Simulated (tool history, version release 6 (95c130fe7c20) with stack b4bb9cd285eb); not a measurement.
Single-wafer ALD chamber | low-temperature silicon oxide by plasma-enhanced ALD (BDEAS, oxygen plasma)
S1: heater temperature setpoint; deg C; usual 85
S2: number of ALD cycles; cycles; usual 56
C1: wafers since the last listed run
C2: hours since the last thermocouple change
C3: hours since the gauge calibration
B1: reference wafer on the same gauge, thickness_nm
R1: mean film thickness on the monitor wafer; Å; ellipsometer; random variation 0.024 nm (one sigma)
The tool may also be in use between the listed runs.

run 1 day=0.000 | S1=85 S2=56 | C1=0 C2=650.9 C3=997.6 | B1=6.044 | R1=76.45
run 2 day=3.188 | S1=85 S2=56 | C1=498 C2=727.4 C3=1074.1 | B1=6.039 | R1=75.90
run 3 day=5.075 | S1=85 S2=56 | C1=295 C2=772.7 C3=1119.4 | B1=6.039 | R1=76.25
run 4 day=6.650 | S1=85 S2=56 | C1=246 C2=810.5 C3=1157.2 | B1=6.041 | R1=76.42
run 5 day=10.175 | S1=85 S2=56 | C1=551 C2=895.1 C3=1241.8 | B1=6.038 | R1=76.09
-- day=11.242 thermocouple changed; heater temperature recalibrated
run 6 day=12.083 | S1=85 S2=56 | C1=246 C2=20.2 C3=1287.6 | B1=6.040 | R1=74.58
run 7 day=24.350 | S1=85 S2=56 | C1=1917 C2=314.6 C3=1582.0 | B1=6.041 | R1=75.34
run 8 day=28.758 | S1=85 S2=56 | C1=689 C2=420.4 C3=1687.8 | B1=6.038 | R1=75.82
run 9 day=30.875 | S1=85 S2=56 | C1=330 C2=471.2 C3=1738.6 | B1=6.042 | R1=75.45
run 10 day=32.629 | S1=85 S2=56 | C1=274 C2=513.3 C3=1780.7 | B1=6.040 | R1=75.88
run 11 day=36.867 | S1=85 S2=56 | C1=662 C2=615.0 C3=1882.4 | B1=6.040 | R1=75.84
run 12 day=41.342 | S1=85 S2=56 | C1=699 C2=722.4 C3=1989.8 | B1=6.042 | R1=76.19
run 13 day=43.850 | S1=85 S2=49 | C1=392 C2=782.6 C3=2050.0 | B1=6.041 | R1=66.40
-- day=47.558 gauge calibrated
run 14 day=47.825 | S1=85 S2=49 | C1=621 C2=878.0 C3=6.4 | B1=6.041 | R1=66.52
-- day=50.525 thermocouple changed; heater temperature recalibrated
run 15 day=50.988 | S1=85 S2=49 | C1=442 C2=11.1 C3=82.3 | B1=6.039 | R1=65.74
run 16 day=53.258 | S1=92 S2=56 | C1=355 C2=65.6 C3=136.8 | B1=6.042 | R1=73.73
run 17 day=56.721 | S1=85 S2=56 | C1=541 C2=148.7 C3=219.9 | B1=6.040 | R1=75.71
run 18 day=58.788 | S1=85 S2=56 | C1=323 C2=198.3 C3=269.5 | B1=6.042 | R1=75.52
run 19 day=71.725 | S1=85 S2=56 | C1=2022 C2=508.8 C3=580.0 | B1=6.038 | R1=76.04
run 20 day=75.238 | S1=85 S2=56 | C1=549 C2=593.1 C3=664.3 | B1=6.041 | R1=76.35
run 21 day=86.629 | S1=85 S2=56 | C1=1781 C2=866.5 C3=937.7 | B1=6.037 | R1=76.35
run 22 day=88.217 | S1=96 S2=63 | C1=248 C2=904.6 C3=975.8 | B1=6.037 | R1=83.23
run 23 day=90.933 | S1=81 S2=49 | C1=424 C2=969.8 C3=1041.0 | B1=6.038 | R1=68.18
-- day=93.829 thermocouple changed; heater temperature recalibrated
run 24 day=94.738 | S1=85 S2=56 | C1=542 C2=21.8 C3=1132.3 | B1=6.040 | R1=75.33
run 25 day=96.925 | S1=85 S2=56 | C1=341 C2=74.3 C3=1184.8 | B1=6.043 | R1=75.54
run 26 day=98.671 | S1=89 S2=56 | C1=272 C2=116.2 C3=1226.7 | B1=6.040 | R1=74.55
run 27 day=101.079 | S1=70 S2=62 | C1=376 C2=174.0 C3=1284.5 | B1=6.041 | R1=88.38
run 28 day=103.508 | S1=81 S2=49 | C1=379 C2=232.3 C3=1342.8 | B1=6.037 | R1=67.37
run 29 day=106.504 | S1=85 S2=56 | C1=468 C2=304.2 C3=1414.7 | B1=6.040 | R1=76.26

Run 30 comes next. What will it give?
run 30 day=110.512 | S1=95 S2=53 | C1=626 C2=400.4 C3=1510.9 | B1=? | R1=?

Run 30 gave B1 6.036, R1 69.67 Å.
Without the tool's hidden state the same run would have given R1 68.28 Å.
